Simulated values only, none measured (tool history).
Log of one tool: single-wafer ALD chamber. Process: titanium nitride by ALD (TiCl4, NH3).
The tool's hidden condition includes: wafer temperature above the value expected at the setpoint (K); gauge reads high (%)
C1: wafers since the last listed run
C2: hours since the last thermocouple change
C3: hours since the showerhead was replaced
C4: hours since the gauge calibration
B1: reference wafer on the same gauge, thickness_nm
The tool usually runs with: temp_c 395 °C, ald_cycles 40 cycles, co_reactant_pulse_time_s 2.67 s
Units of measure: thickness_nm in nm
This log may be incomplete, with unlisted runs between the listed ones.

run 1 hour=0 | temp_c=395 ald_cycles=40 co_reactant_pulse_time_s=2.67 | C1=0 C2=1974.5 C3=3839.8 C4=291.3 | B1=0.774 | thickness_nm=0.897
run 2 hour=31.9 | temp_c=395 ald_cycles=40 co_reactant_pulse_time_s=2.67 | C1=117 C2=2006.4 C3=3871.7 C4=323.2 | B1=0.774 | thickness_nm=0.902
run 3 hour=98.3 | temp_c=395 ald_cycles=40 co_reactant_pulse_time_s=2.67 | C1=244 C2=2072.8 C3=3938.1 C4=389.6 | B1=0.774 | thickness_nm=0.899
run 4 hour=154.3 | temp_c=395 ald_cycles=40 co_reactant_pulse_time_s=2.67 | C1=206 C2=2128.8 C3=3994.1 C4=445.6 | B1=0.774 | thickness_nm=0.899
run 5 hour=234.6 | temp_c=395 ald_cycles=40 co_reactant_pulse_time_s=2.67 | C1=295 C2=2209.1 C3=4074.4 C4=525.9 | B1=0.774 | thickness_nm=0.902
-- hour=253.1 thermocouple changed; heater temperature recalibrated
run 6 hour=263 | temp_c=395 ald_cycles=46 co_reactant_pulse_time_s=2.19 | C1=75 C2=9.9 C3=4102.8 C4=554.3 | B1=0.775 | thickness_nm=1.023
run 7 hour=275.3 | temp_c=395 ald_cycles=46 co_reactant_pulse_time_s=2.19 | C1=45 C2=22.2 C3=4115.1 C4=566.6 | B1=0.774 | thickness_nm=1.023
run 8 hour=303.8 | temp_c=395 ald_cycles=46 co_reactant_pulse_time_s=2.19 | C1=104 C2=50.7 C3=4143.6 C4=595.1 | B1=0.774 | thickness_nm=1.024
-- hour=349.5 showerhead replaced
run 9 hour=400 | temp_c=395 ald_cycles=42 co_reactant_pulse_time_s=3.05 | C1=324 C2=146.9 C3=50.5 C4=691.3 | B1=0.774 | thickness_nm=0.953
run 10 hour=423 | temp_c=395 ald_cycles=40 co_reactant_pulse_time_s=3.15 | C1=84 C2=169.9 C3=73.5 C4=714.3 | B1=0.775 | thickness_nm=0.914
run 11 hour=447.3 | temp_c=395 ald_cycles=40 co_reactant_pulse_time_s=3.15 | C1=89 C2=194.2 C3=97.8 C4=738.6 | B1=0.774 | thickness_nm=0.911
run 12 hour=484.2 | temp_c=395 ald_cycles=40 co_reactant_pulse_time_s=3.15 | C1=135 C2=231.1 C3=134.7 C4=775.5 | B1=0.774 | thickness_nm=0.907
run 13 hour=510.8 | temp_c=395 ald_cycles=40 co_reactant_pulse_time_s=2.67 | C1=97 C2=257.7 C3=161.3 C4=802.1 | B1=0.774 | thickness_nm=0.904
run 14 hour=533.5 | temp_c=395 ald_cycles=40 co_reactant_pulse_time_s=2.67 | C1=83 C2=280.4 C3=184 C4=824.8 | B1=0.773 | thickness_nm=0.904
run 15 hour=559.6 | temp_c=395 ald_cycles=44 co_reactant_pulse_time_s=1.8 | C1=96 C2=306.5 C3=210.1 C4=850.9 | B1=0.774 | thickness_nm=0.955
-- hour=576.1 gauge calibrated
run 16 hour=582.8 | temp_c=395 ald_cycles=40 co_reactant_pulse_time_s=2.67 | C1=85 C2=329.7 C3=233.3 C4=6.7 | B1=0.773 | thickness_nm=0.905
run 17 hour=601.5 | temp_c=400 ald_cycles=43 co_reactant_pulse_time_s=2.02 | C1=68 C2=348.4 C3=252 C4=25.4 | B1=0.773 | thickness_nm=0.951
run 18 hour=635 | temp_c=395 ald_cycles=37 co_reactant_pulse_time_s=2.67 | C1=123 C2=381.9 C3=285.5 C4=58.9 | B1=0.775 | thickness_nm=0.829
run 19 hour=660 | temp_c=395 ald_cycles=40 co_reactant_pulse_time_s=2.67 | C1=92 C2=406.9 C3=310.5 C4=83.9 | B1=0.774 | thickness_nm=0.901
run 20 hour=680.3 | temp_c=395 ald_cycles=40 co_reactant_pulse_time_s=3.15 | C1=74 C2=427.2 C3=330.8 C4=104.2 | B1=0.773 | thickness_nm=0.907
run 21 hour=708.2 | temp_c=406 ald_cycles=37 co_reactant_pulse_time_s=3.21 | C1=102 C2=455.1 C3=358.7 C4=132.1 | B1=0.774 | thickness_nm=0.843
run 22 hour=724.3 | temp_c=395 ald_cycles=35 co_reactant_pulse_time_s=3.62 | C1=59 C2=471.2 C3=374.8 C4=148.2 | B1=0.775 | thickness_nm=0.803
run 23 hour=748.6 | temp_c=390 ald_cycles=43 co_reactant_pulse_time_s=2.67 | C1=89 C2=495.5 C3=399.1 C4=172.5 | B1=0.773 | thickness_nm=0.967
run 24 hour=768.6 | temp_c=395 ald_cycles=46 co_reactant_pulse_time_s=2.19 | C1=73 C2=515.5 C3=419.1 C4=192.5 | B1=0.774 | thickness_nm=1.021
run 25 hour=787.6 | temp_c=400 ald_cycles=36 co_reactant_pulse_time_s=2.35 | C1=69 C2=534.5 C3=438.1 C4=211.5 | B1=0.774 | thickness_nm=0.807
run 26 hour=814.8 | temp_c=381 ald_cycles=40 co_reactant_pulse_time_s=1.89 | C1=100 C2=561.7 C3=465.3 C4=238.7 | B1=0.774 | thickness_nm=0.864

Branching from run 26: 4 alternative next runs. What would each branch give?
run A hour=815.3 | temp_c=407 ald_cycles=40 co_reactant_pulse_time_s=2.67 | C1=1 C2=562.2 C3=465.8 C4=239.2 | B1=? | thickness_nm=?
run B hour=815.3 | temp_c=395 ald_cycles=40 co_reactant_pulse_time_s=2.94 | C1=1 C2=562.2 C3=465.8 C4=239.2 | B1=? | thickness_nm=?
run C hour=815.3 | temp_c=402 ald_cycles=43 co_reactant_pulse_time_s=2.67 | C1=1 C2=562.2 C3=465.8 C4=239.2 | B1=? | thickness_nm=?
run D hour=815.3 | temp_c=380 ald_cycles=44 co_reactant_pulse_time_s=1.94 | C1=1 C2=562.2 C3=465.8 C4=239.2 | B1=? | thickness_nm=?

run=A B1=0.774 thickness_nm=0.905
run=B B1=0.774 thickness_nm=0.906
run=C B1=0.774 thickness_nm=0.973
run=D B1=0.774 thickness_nm=0.951
What these runs would have given with no unlogged condition in the tool:
run=A thickness_nm=0.905
run=B thickness_nm=0.906
run=C thickness_nm=0.973
run=D thickness_nm=0.951

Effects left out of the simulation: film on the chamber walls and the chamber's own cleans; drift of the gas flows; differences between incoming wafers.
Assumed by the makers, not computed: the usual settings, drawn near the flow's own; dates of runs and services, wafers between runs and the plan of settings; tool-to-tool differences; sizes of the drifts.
